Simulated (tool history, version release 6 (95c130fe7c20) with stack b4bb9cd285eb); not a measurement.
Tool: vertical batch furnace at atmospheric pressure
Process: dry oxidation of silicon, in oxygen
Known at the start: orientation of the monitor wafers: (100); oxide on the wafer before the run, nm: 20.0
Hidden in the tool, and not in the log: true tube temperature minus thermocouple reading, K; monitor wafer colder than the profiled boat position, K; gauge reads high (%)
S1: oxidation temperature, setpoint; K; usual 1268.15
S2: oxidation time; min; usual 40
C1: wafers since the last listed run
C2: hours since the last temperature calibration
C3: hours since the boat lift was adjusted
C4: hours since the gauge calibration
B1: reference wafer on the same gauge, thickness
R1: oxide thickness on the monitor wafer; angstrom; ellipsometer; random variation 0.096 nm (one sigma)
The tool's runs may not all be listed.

run    hour       S1  S2    C1      C2      C3      C4     B1     R1
  1       0  1252.15  40     0  1835.1  2166.2  1266.2   39.1  423.9
  2    66.2  1252.15  40  1369  1901.3  2232.4  1332.4  39.09  424.1
  3   125.4  1268.15  40  1224  1960.5  2291.6  1391.6  39.11  466.9
  4   162.2  1279.15  40   761  1997.3  2328.4  1428.4  39.12  506.2
  5   222.4  1279.15  40  1245  2057.5  2388.6  1488.6  39.11  508.6
  6   267.5  1268.15  40   932  2102.6  2433.7  1533.7   39.1  467.1
  7   337.1  1268.15  40  1439  2172.2  2503.3  1603.3   39.1  468.3
  8   383.7  1268.15  40   963  2218.8  2549.9  1649.9  39.11    469
  9   428.3  1268.15  40   922  2263.4  2594.5  1694.5  39.11  468.9
 10   482.9  1268.15  40  1129    2318  2649.1  1749.1   39.1  467.9
 11     543  1268.15  40  1243  2378.1  2709.2  1809.2   39.1  470.4
 12   571.7  1268.15  40   593  2406.8  2737.9  1837.9   39.1  469.5
 13   596.3  1268.15  40   508  2431.4  2762.5  1862.5  39.09  469.5
 14   650.8  1268.15  40  1127  2485.9    2817    1917   39.1  469.9
 15     711  1268.15  40  1245  2546.1  2877.2  1977.2  39.11  468.9
 16   762.6  1268.15  40  1067  2597.7  2928.8  2028.8  39.11  469.3
 17   833.4  1252.15  40  1464  2668.5  2999.6  2099.6  39.09  426.6
 18   896.1  1268.15  40  1296  2731.2  3062.3  2162.3  39.09    471
      903.1  -- gauge calibrated
 19   921.9  1268.15  40   533    2757  3088.1    18.8   39.1  468.5
 20     991  1268.15  40  1429  2826.1  3157.2    87.9   39.1  470.6
 21  1021.7  1268.15  40   635  2856.8  3187.9   118.6  39.11  472.6
     1064.2  -- thermocouples replaced and temperature profile calibrated
 22  1086.1  1254.15  28   835    21.9  3252.3     183   39.1  367.5
 23  1140.4  1268.15  28  1123    76.2  3306.6   237.3   39.1  396.7

Forecast run 24:
 24  1194.2  1292.15  50.5  1112  130  3360.4  291.1   ?   ?

{"run 24": {"B1": 39.09, "R1": 623}}
Without the tool's hidden state the same run would have given R1 621.3 angstrom.
